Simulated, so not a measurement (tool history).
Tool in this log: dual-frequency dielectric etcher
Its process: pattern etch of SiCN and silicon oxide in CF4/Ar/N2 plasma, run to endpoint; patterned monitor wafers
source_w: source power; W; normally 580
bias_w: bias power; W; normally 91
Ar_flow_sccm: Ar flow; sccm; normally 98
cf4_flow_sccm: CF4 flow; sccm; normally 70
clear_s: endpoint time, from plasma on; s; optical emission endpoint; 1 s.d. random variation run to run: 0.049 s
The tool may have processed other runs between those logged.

run,day,source_w,bias_w,Ar_flow_sccm,cf4_flow_sccm,wafers since the last listed run,hours since the last wet clean,hours since the last source power generator calibration,hours since the last bias power generator calibration,hours since the last Ar flow controller change,hours since the last CF4 flow controller change,hours since the last upper electrode change,"incoming incoming film thickness, nm",clear_s
1,0.000,520,91,105,70,0,341.4,3627.9,2581.9,3566.0,1912.5,3603.8,13.77,14.4
2,0.296,520,91,105,70,69,348.5,3635.0,2589.0,3573.1,1919.6,3610.9,13.71,14.4
3,1.567,580,91,98,70,300,379.0,3665.5,2619.5,3603.6,1950.1,3641.4,13.60,12.8
# day 2.604: upper electrode replaced
4,2.625,580,91,98,70,13,404.4,3690.9,2644.9,3629.0,1975.5,0.5,13.59,12.6
5,2.638,580,91,98,70,2,404.7,3691.2,2645.2,3629.3,1975.8,0.8,13.66,12.7
# day 3.154: source power generator calibrated
6,3.171,580,91,79,70,86,417.5,0.4,2658.0,3642.1,1988.6,13.6,13.56,12.4
7,3.654,580,91,98,70,114,429.1,12.0,2669.6,3653.7,2000.2,25.2,13.65,12.8
8,4.054,660,91,89,70,94,438.7,21.6,2679.2,3663.3,2009.8,34.8,13.64,11.2
9,4.721,670,91,108,70,157,454.7,37.6,2695.2,3679.3,2025.8,50.8,13.71,11.2
10,5.329,710,91,98,54,143,469.3,52.2,2709.8,3693.9,2040.4,65.4,13.52,10.9
# day 7.208: wet clean of the chamber
11,7.229,640,91,91,78,212,0.5,97.8,2755.4,3739.5,2086.0,111.0,13.63,11.0
12,7.658,460,91,87,83,101,10.8,108.1,2765.7,3749.8,2096.3,121.3,13.44,14.5
13,7.967,580,91,117,70,72,18.2,115.5,2773.1,3757.2,2103.7,128.7,13.78,12.7
14,8.279,580,91,83,70,73,25.7,123.0,2780.6,3764.7,2111.2,136.2,13.65,12.1
15,8.738,580,91,98,70,108,36.7,134.0,2791.6,3775.7,2122.2,147.2,13.66,12.3
# day 9.117: Ar flow controller replaced
16,9.271,580,91,98,55,66,49.5,146.8,2804.4,3.7,2135.0,160.0,13.56,12.8
# day 9.779: CF4 flow controller replaced
# day 10.017: bias power generator calibrated
# day 10.729: wet clean of the chamber, repeated, since the last time left the tool worse
17,10.750,670,110,98,70,82,0.5,182.3,17.6,39.2,23.3,195.5,13.54,10.4
18,10.767,670,91,92,70,3,0.9,182.7,18.0,39.6,23.7,195.9,13.58,11.3
19,10.779,580,91,98,70,2,1.2,183.0,18.3,39.9,24.0,196.2,13.58,13.0
20,12.746,710,99,98,70,464,48.4,230.2,65.5,87.1,71.2,243.4,13.58,10.4
21,13.429,630,91,98,82,161,64.8,246.6,81.9,103.5,87.6,259.8,13.65,11.8
22,13.788,650,91,98,80,84,73.4,255.2,90.5,112.1,96.2,268.4,13.48,11.3
23,14.133,580,91,98,70,81,81.7,263.5,98.8,120.4,104.5,276.7,13.72,13.0

Take each entry between the runs: how does the hidden state at the last listed run before it differ from the hidden state at the first listed run after it?
After run 3, before run 4: upper electrode replaced (day 2.604)
  etch rate over this chamber's usual, %: 2.82 -> 3.02
  measured less the result without the state, clear_s: -0.3 -> -0.4 s
After run 5, before run 6: source power generator calibrated (day 3.154)
  etch rate over this chamber's usual, %: 3.03 -> 3.13
  measured less the result without the state, clear_s: -0.4 -> -0.4 s
After run 10, before run 11: wet clean of the chamber (day 7.208)
  etch rate over this chamber's usual, %: 3.55 -> 6.22
  measured less the result without the state, clear_s: -0.4 -> -0.6 s
After run 15, before run 16: Ar flow controller replaced (day 9.117)
  etch rate over this chamber's usual, %: 6.52 -> 6.62
  measured less the result without the state, clear_s: -0.8 -> -0.8 s
After run 16, before run 17: CF4 flow controller replaced (day 9.779); bias power generator calibrated (day 10.017); wet clean of the chamber, repeated, since the last time left the tool worse (day 10.729)
  etch rate over this chamber's usual, %: 6.62 -> -0.0396
  measured less the result without the state, clear_s: -0.8 -> +0.0 s

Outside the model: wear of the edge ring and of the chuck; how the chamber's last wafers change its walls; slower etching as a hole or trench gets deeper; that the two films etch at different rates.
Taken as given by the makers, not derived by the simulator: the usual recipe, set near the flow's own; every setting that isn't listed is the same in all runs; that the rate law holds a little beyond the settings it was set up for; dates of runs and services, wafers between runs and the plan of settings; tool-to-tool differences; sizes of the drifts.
